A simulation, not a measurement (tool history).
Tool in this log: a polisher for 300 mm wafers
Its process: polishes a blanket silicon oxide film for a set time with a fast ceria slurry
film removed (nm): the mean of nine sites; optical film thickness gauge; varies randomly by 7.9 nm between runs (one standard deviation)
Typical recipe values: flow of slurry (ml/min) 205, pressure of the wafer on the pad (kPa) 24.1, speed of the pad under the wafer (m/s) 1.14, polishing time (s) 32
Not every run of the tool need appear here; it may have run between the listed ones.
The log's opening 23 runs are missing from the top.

run    hour  flow of slurry (ml/min)  pressure of the wafer on the pad (kPa)  speed of the pad under the wafer (m/s)  polishing time (s)  wafers since the last listed run  wafers polished on this pad  hours since the slurry nozzle was cleaned  hours since the head pressure was calibrated  incoming thickness of the incoming film, nm  film removed (nm)
 24   707.6                      205                                    20.0                                    1.14                  28                               260                         1613                                      597.1                                         285.0                                       3431.3              528.1
 25   743.3                      205                                    24.1                                    1.14                  40                               488                         2102                                      632.8                                         320.7                                       3491.0              888.6
 26   776.2                      205                                    24.1                                    1.14                  32                               450                         2552                                      665.7                                         353.6                                       3479.6              710.8
 27   802.2                      205                                    24.1                                    1.14                  32                               355                         2908                                      691.7                                         379.6                                       3473.6              713.4
 28   821.9                      205                                    24.1                                    1.44                  32                               269                         3178                                      711.4                                         399.3                                       3492.1              910.1
      846.0  -- worn pad replaced by a new one
      846.5  -- slurry nozzle cleaned
 29   847.0                      205                                    24.1                                    1.14                  32                               282                            7                                        0.5                                         424.4                                       3419.5              700.2
 30   871.1                      205                                    24.1                                    1.14                  32                               329                          337                                       24.6                                         448.5                                       3436.2              704.0
 31   888.6                      245                                    19.3                                    1.14                  22                               239                          577                                       42.1                                         466.0                                       3467.8              401.5
 32   919.8                      225                                    31.0                                    1.14                  27                               427                         1004                                       73.3                                         497.2                                       3496.2              797.7
 33   980.4                      185                                    24.1                                    1.14                  39                               829                         1833                                      133.9                                         557.8                                       3453.4              874.1
 34  1007.0                      145                                    30.3                                    1.14                  39                               364                         2198                                      160.5                                         584.4                                       3458.8             1028.5
 35  1033.7                      235                                    24.1                                    1.14                  39                               365                         2563                                      187.2                                         611.1                                       3436.8              879.8
     1048.0  -- worn pad replaced by a new one
 36  1060.1                      205                                    18.6                                    1.46                  32                               306                          165                                      213.6                                         637.5                                       3487.3              724.1
 37  1092.8                      205                                    24.1                                    0.92                  23                               447                          613                                      246.3                                         670.2                                       3421.6              413.7

What if the next run were any one of these 4? Each begins from the tool's condition after run 37:
  A  1093.2                      205                                    24.1                                    1.14                  32                                 5                          619                                      246.7                                         670.6                                       3473.4                  ?
  B  1093.2                      150                                    24.1                                    0.78                  32                                 5                          619                                      246.7                                         670.6                                       3473.4                  ?
  C  1093.2                      185                                    24.1                                    1.14                  32                                 5                          619                                      246.7                                         670.6                                       3473.4                  ?
  D  1093.2                      205                                    31.0                                    1.14                  32                                 5                          619                                      246.7                                         670.6                                       3473.4                  ?

run  film removed (nm)
  A              715.0
  B              463.8
  C              704.0
  D              915.2
Without the tool's hidden state the same runs would have given:
run  film removed (nm)
  A              715.0
  B              463.8
  C              704.0
  D              915.2
